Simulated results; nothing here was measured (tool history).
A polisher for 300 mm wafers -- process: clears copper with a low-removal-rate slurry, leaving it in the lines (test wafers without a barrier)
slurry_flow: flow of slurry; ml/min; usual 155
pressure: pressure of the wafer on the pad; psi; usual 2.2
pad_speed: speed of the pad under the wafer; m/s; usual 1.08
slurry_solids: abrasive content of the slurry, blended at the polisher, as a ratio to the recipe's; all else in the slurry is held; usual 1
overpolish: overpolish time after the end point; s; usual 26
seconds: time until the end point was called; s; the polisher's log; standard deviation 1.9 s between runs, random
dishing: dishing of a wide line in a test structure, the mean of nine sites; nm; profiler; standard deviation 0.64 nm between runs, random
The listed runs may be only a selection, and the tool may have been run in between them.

run	hour	slurry_flow	pressure	pad_speed	slurry_solids	overpolish	incoming thickness of the incoming film, nm	seconds	dishing
1	0	155	2.2	1.08	1	26	258.9	123.5	26.7
2	7.3	155	2.2	1.08	1	26	262.3	126.5	27.2
3	19.9	155	2.2	1.08	1	26	263	127.5	26.5
4	34.8	155	2.2	1.08	1	26	258.8	128.2	26.7
5	54.5	155	2.2	1.08	1	26	261.1	134.5	25.5
6	75.3	155	2.2	1.08	1	26	255.4	135.5	25
7	88.4	155	2.2	1.08	1	26	264.3	143.8	25.4
8	99.7	155	2.2	1.08	1	26	257	138.4	24.8
9	111.3	155	2.2	1.08	1	26	263	138.7	26.9
10	164.7	125	2.7	1.08	1.1	10	255.3	102.8	17.7
11	181.6	120	1.7	1.2	1	18	259	142.3	20.4
12	199.1	155	2.2	1.26	1.3	35	258.7	100	33.3
13	215.3	155	2.2	1.44	1	26	261.3	93.9	30.1
14	249.3	155	2.2	1.08	1	13	260	125.1	18
15	263.6	125	2.9	0.86	1	26	261.3	128	27.2
16	271.2	115	2.2	1.28	1	33	263.5	116	32.3
17	286.7	155	2.2	1.3	1	26	258.4	98.6	29.6
18	303.1	130	2.7	1.08	1	26	258.1	104.3	29.6
19	318.6	185	1.5	1.08	0.7	40	259	178.7	27.8
20	331.9	155	2.2	1.08	1	13	263.8	125.5	18.7
21	341.9	155	2.2	1.08	1	26	265.2	127.7	27.7
22	355.1	155	2.2	1.08	1	26	262	129.2	25.8
23	372.5	155	2.2	0.82	1	36	257.1	164.1	27.7
24	383.5	155	2.2	1.08	1	19	260	125.8	23.3
25	391.4	210	2.2	0.84	0.9	26	263.1	156.6	24.1
26	399.8	155	1.7	1.26	1	20	257.8	135.2	23
27	411.1	155	2.2	1.08	1	22	260	121.3	26.3
28	419.5	155	2.2	1.08	1	26	257.2	120.6	27
29	432.2	120	2.2	1.08	1	26	258.2	130	26.5

Withheld: 9 entries from between the runs. Position of each, and hidden state at the listed run before versus the listed run after:
Logged between run 3 and run 4: slurry blender recalibrated (hour 26.9)
  abrasive missing from the slurry, %: 16.5 -> 32.2
  measured value less the no-hidden-state value, seconds: +6.1 -> +12.8 s; dishing: -0.5 -> -1.4 nm
Logged between run 4 and run 5: worn pad replaced by a new one (hour 41.8)
  abrasive missing from the slurry, %: 32.2 -> 37.6
  measured value less the no-hidden-state value, seconds: +12.8 -> +16.3 s; dishing: -1.4 -> -1.6 nm
Logged between run 9 and run 10: slurry nozzle cleaned (hour 122); slurry blender recalibrated, repeated, since the last time left the tool worse (hour 162.2)
  abrasive missing from the slurry, %: 44.1 -> 1.25
  measured value less the no-hidden-state value, seconds: +20.6 -> +0.3 s; dishing: -2.1 -> +0 nm
Logged between run 10 and run 11: head pressure recalibrated (hour 175.6)
  abrasive missing from the slurry, %: 1.25 -> 6.8
  measured value less the no-hidden-state value, seconds: +0.3 -> +2.6 s; dishing: +0 -> -0.2 nm
Logged between run 11 and run 12: worn pad replaced by a new one (hour 186.3)
  abrasive missing from the slurry, %: 6.8 -> 10.5
  measured value less the no-hidden-state value, seconds: +2.6 -> +3 s; dishing: -0.2 -> -0.3 nm
Logged between run 16 and run 17: slurry blender recalibrated (hour 285.5)
  abrasive missing from the slurry, %: 16.1 -> 1.32
  measured value less the no-hidden-state value, seconds: +5.3 -> +0.3 s; dishing: -0.4 -> +0 nm
Logged between run 21 and run 22: worn pad replaced by a new one (hour 351.4)
  abrasive missing from the slurry, %: 13.7 -> 14.9
  measured value less the no-hidden-state value, seconds: +4.9 -> +5.4 s; dishing: -0.5 -> -0.5 nm
Logged between run 26 and run 27: slurry blender recalibrated (hour 410.5)
  abrasive missing from the slurry, %: 16.8 -> 0.538
  measured value less the no-hidden-state value, seconds: +6.5 -> +0.2 s; dishing: -0.7 -> +0 nm
